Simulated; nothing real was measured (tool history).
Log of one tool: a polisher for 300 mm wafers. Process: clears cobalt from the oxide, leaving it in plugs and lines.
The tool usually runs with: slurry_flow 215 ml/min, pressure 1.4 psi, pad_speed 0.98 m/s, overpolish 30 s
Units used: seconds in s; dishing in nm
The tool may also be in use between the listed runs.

| run | hour | slurry_flow | pressure | pad_speed | overpolish | incoming thickness of the incoming film, nm | seconds | dishing |
|---|---|---|---|---|---|---|---|---|
| 1 | 0.0 | 215 | 1.4 | 0.98 | 30 | 258.6 | 91.0 | 41.2 |
|  | 7.1 | worn pad replaced by a new one |
| 2 | 20.8 | 215 | 1.5 | 0.98 | 21 | 260.5 | 80.9 | 35.6 |
| 3 | 49.4 | 245 | 1.4 | 0.98 | 37 | 260.0 | 86.6 | 47.9 |
| 4 | 89.6 | 215 | 1.3 | 0.98 | 30 | 258.1 | 95.1 | 41.2 |
| 5 | 107.1 | 215 | 1.3 | 0.98 | 30 | 258.3 | 96.0 | 39.7 |
|  | 117.5 | slurry nozzle cleaned |
| 6 | 125.5 | 215 | 1.4 | 0.86 | 30 | 261.9 | 103.3 | 40.7 |
| 7 | 138.5 | 215 | 1.4 | 0.86 | 30 | 264.0 | 103.4 | 40.3 |
| 8 | 158.2 | 215 | 1.4 | 0.86 | 30 | 259.2 | 102.9 | 37.8 |
| 9 | 188.8 | 215 | 1.1 | 0.98 | 30 | 265.2 | 117.0 | 38.9 |
|  | 215.6 | head pressure recalibrated |
| 10 | 216.0 | 215 | 1.4 | 0.98 | 30 | 259.9 | 90.0 | 42.0 |
|  | 229.3 | worn pad replaced by a new one |
| 11 | 237.6 | 215 | 1.4 | 0.98 | 30 | 258.8 | 84.7 | 41.1 |
| 12 | 252.6 | 215 | 1.4 | 0.98 | 30 | 263.9 | 87.1 | 41.5 |
| 13 | 274.1 | 215 | 1.4 | 0.98 | 30 | 262.8 | 88.5 | 42.3 |
| 14 | 305.8 | 215 | 1.4 | 0.98 | 30 | 261.9 | 89.7 | 40.5 |
|  | 313.4 | slurry nozzle cleaned |
| 15 | 332.5 | 215 | 1.4 | 1.08 | 19 | 262.0 | 81.2 | 36.0 |
| 16 | 401.7 | 215 | 1.4 | 0.98 | 30 | 259.5 | 90.3 | 40.9 |
| 17 | 430.1 | 215 | 1.4 | 0.80 | 30 | 261.4 | 110.6 | 37.3 |
|  | 445.2 | worn pad replaced by a new one |
| 18 | 445.7 | 215 | 1.1 | 0.80 | 30 | 262.6 | 135.6 | 33.9 |
| 19 | 464.3 | 215 | 1.4 | 0.98 | 30 | 257.3 | 85.4 | 44.3 |
| 20 | 487.9 | 215 | 1.4 | 0.72 | 30 | 256.2 | 117.2 | 37.8 |
| 21 | 513.9 | 215 | 1.4 | 0.98 | 35 | 258.9 | 87.6 | 44.8 |
|  | 530.2 | slurry nozzle cleaned |
| 22 | 541.8 | 215 | 1.0 | 0.68 | 30 | 263.0 | 178.1 | 29.8 |
| 23 | 568.5 | 280 | 1.4 | 1.26 | 17 | 261.1 | 68.1 | 35.6 |
| 24 | 594.9 | 215 | 1.4 | 0.86 | 30 | 257.1 | 101.0 | 39.2 |
| 25 | 647.6 | 215 | 1.4 | 0.82 | 30 | 256.8 | 107.3 | 39.6 |
|  | 665.2 | worn pad replaced by a new one |
| 26 | 665.7 | 215 | 1.4 | 0.98 | 30 | 260.6 | 84.8 | 43.6 |

Each run again, without the hidden state but with its own random variation kept:
Hidden state at play: removal rate lost through wear of the pad, %; slurry flow missing at the pad, %; deviation of the head's pressure from its setpoint, %.
| run | seconds | dishing |
|---|---|---|
| 1 | 86.0 | 42.1 |
| 2 | 79.9 | 35.9 |
| 3 | 84.1 | 48.3 |
| 4 | 91.1 | 41.9 |
| 5 | 91.6 | 40.5 |
| 6 | 98.3 | 41.6 |
| 7 | 98.2 | 41.3 |
| 8 | 97.5 | 38.7 |
| 9 | 110.6 | 40.0 |
| 10 | 84.9 | 42.9 |
| 11 | 83.9 | 41.3 |
| 12 | 85.6 | 41.8 |
| 13 | 86.0 | 42.7 |
| 14 | 86.2 | 41.1 |
| 15 | 77.6 | 36.9 |
| 16 | 85.5 | 41.8 |
| 17 | 104.5 | 38.3 |
| 18 | 135.5 | 34.0 |
| 19 | 84.2 | 44.5 |
| 20 | 114.2 | 38.3 |
| 21 | 84.6 | 45.4 |
| 22 | 170.7 | 30.6 |
| 23 | 64.9 | 36.4 |
| 24 | 96.0 | 40.1 |
| 25 | 101.6 | 40.7 |
| 26 | 84.5 | 43.7 |
